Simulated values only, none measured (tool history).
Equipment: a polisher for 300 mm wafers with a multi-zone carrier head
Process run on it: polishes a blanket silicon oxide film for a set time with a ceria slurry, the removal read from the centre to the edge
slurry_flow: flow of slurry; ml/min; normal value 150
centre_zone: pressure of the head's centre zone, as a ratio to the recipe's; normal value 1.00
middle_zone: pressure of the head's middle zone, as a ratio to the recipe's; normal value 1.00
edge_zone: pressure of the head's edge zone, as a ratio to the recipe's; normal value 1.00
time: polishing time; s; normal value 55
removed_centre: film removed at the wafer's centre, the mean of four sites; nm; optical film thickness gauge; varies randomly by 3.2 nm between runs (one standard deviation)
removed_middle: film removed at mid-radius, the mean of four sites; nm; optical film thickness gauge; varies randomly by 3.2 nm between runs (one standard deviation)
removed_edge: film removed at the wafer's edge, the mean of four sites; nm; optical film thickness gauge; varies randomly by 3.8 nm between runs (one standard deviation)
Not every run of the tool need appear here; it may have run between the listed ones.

| run | hour | slurry_flow | centre_zone | middle_zone | edge_zone | time | incoming thickness of the incoming film, nm | removed_centre | removed_middle | removed_edge |
|---|---|---|---|---|---|---|---|---|---|---|
| 1 | 0.0 | 150 | 1.00 | 1.00 | 1.00 | 55 | 1264.7 | 223.5 | 228.6 | 232.1 |
| 2 | 102.6 | 150 | 1.00 | 1.00 | 1.00 | 55 | 1247.8 | 221.2 | 228.1 | 222.4 |
| 3 | 180.6 | 150 | 1.04 | 1.00 | 1.00 | 55 | 1283.5 | 226.2 | 229.9 | 223.8 |
|  | 278.7 | worn pad replaced by a new one, repeated, since the last time left the tool worse |
| 4 | 339.8 | 150 | 1.04 | 1.00 | 1.00 | 55 | 1272.8 | 262.4 | 257.7 | 255.6 |
|  | 381.1 | slurry nozzle cleaned |
| 5 | 381.9 | 150 | 1.04 | 1.00 | 1.00 | 55 | 1250.8 | 260.9 | 259.1 | 266.4 |
| 6 | 433.9 | 150 | 1.00 | 1.00 | 1.04 | 61 | 1271.9 | 267.9 | 289.4 | 282.8 |
|  | 474.1 | centre zone pressure recalibrated |
| 7 | 523.1 | 150 | 1.00 | 1.00 | 1.00 | 55 | 1273.6 | 250.1 | 252.8 | 248.9 |
| 8 | 604.8 | 150 | 1.00 | 1.09 | 1.00 | 55 | 1265.7 | 246.0 | 270.0 | 247.5 |
| 9 | 657.4 | 150 | 1.00 | 1.00 | 1.00 | 55 | 1269.2 | 242.1 | 254.9 | 252.1 |
| 10 | 751.9 | 130 | 1.00 | 1.00 | 1.00 | 55 | 1249.6 | 234.4 | 235.4 | 240.4 |
| 11 | 808.9 | 150 | 1.10 | 1.00 | 1.00 | 55 | 1284.6 | 268.9 | 242.9 | 245.1 |
|  | 815.2 | worn pad replaced by a new one |
|  | 874.1 | slurry nozzle cleaned |
| 12 | 874.6 | 200 | 0.89 | 1.00 | 1.09 | 37 | 1250.0 | 157.9 | 182.4 | 187.8 |
|  | 906.2 | carrier head's membrane replaced by a new one |
| 13 | 928.6 | 185 | 1.00 | 0.95 | 1.05 | 55 | 1258.2 | 265.3 | 260.6 | 272.9 |
| 14 | 996.0 | 150 | 0.92 | 1.05 | 1.10 | 55 | 1264.0 | 228.5 | 266.6 | 266.8 |
|  | 1032.9 | centre zone pressure recalibrated |
| 15 | 1047.4 | 150 | 0.93 | 1.00 | 1.00 | 55 | 1277.9 | 227.3 | 250.6 | 247.4 |
|  | 1067.2 | edge zone pressure recalibrated |
| 16 | 1142.9 | 150 | 0.93 | 1.09 | 0.95 | 71 | 1268.2 | 295.9 | 352.2 | 325.6 |
| 17 | 1184.4 | 150 | 1.00 | 1.10 | 1.00 | 55 | 1288.9 | 240.2 | 269.4 | 241.1 |
|  | 1251.2 | worn pad replaced by a new one |
| 18 | 1281.1 | 120 | 1.00 | 0.89 | 1.00 | 49 | 1263.4 | 209.3 | 195.1 | 222.0 |
| 19 | 1368.7 | 150 | 1.00 | 1.00 | 0.90 | 63 | 1274.6 | 291.3 | 298.7 | 290.3 |
|  | 1432.0 | slurry nozzle cleaned |
| 20 | 1472.3 | 150 | 1.00 | 1.00 | 1.00 | 38 | 1292.0 | 167.5 | 171.7 | 174.9 |
|  | 1543.0 | centre zone pressure recalibrated |
|  | 1729.9 | worn pad replaced by a new one |
| 21 | 1781.5 | 150 | 1.00 | 1.00 | 1.00 | 55 | 1263.4 | 249.1 | 265.8 | 266.7 |
| 22 | 1876.6 | 150 | 1.00 | 0.88 | 1.00 | 55 | 1267.4 | 252.2 | 228.7 | 258.2 |

Each row is a separate what-if for the run after 22, all from the same tool condition, not one after another. Results?
| A | 1877.0 | 150 | 1.09 | 1.00 | 1.00 | 55 | 1259.7 | ? | ? | ? |
| B | 1877.0 | 150 | 1.05 | 1.00 | 1.07 | 55 | 1259.7 | ? | ? | ? |
| C | 1877.0 | 150 | 1.05 | 1.00 | 1.00 | 55 | 1259.7 | ? | ? | ? |
| D | 1877.0 | 180 | 1.00 | 0.90 | 1.00 | 55 | 1259.7 | ? | ? | ? |

| run | removed_centre | removed_middle | removed_edge |
|---|---|---|---|
| A | 275.5 | 259.7 | 257.9 |
| B | 265.3 | 259.7 | 263.0 |
| C | 265.3 | 259.7 | 257.9 |
| D | 261.6 | 245.6 | 264.3 |
Without the tool's unlogged condition, the same runs would have read:
| run | removed_centre | removed_middle | removed_edge |
|---|---|---|---|
| A | 280.9 | 264.7 | 262.9 |
| B | 270.5 | 264.8 | 268.2 |
| C | 270.5 | 264.8 | 262.9 |
| D | 266.7 | 250.4 | 269.4 |
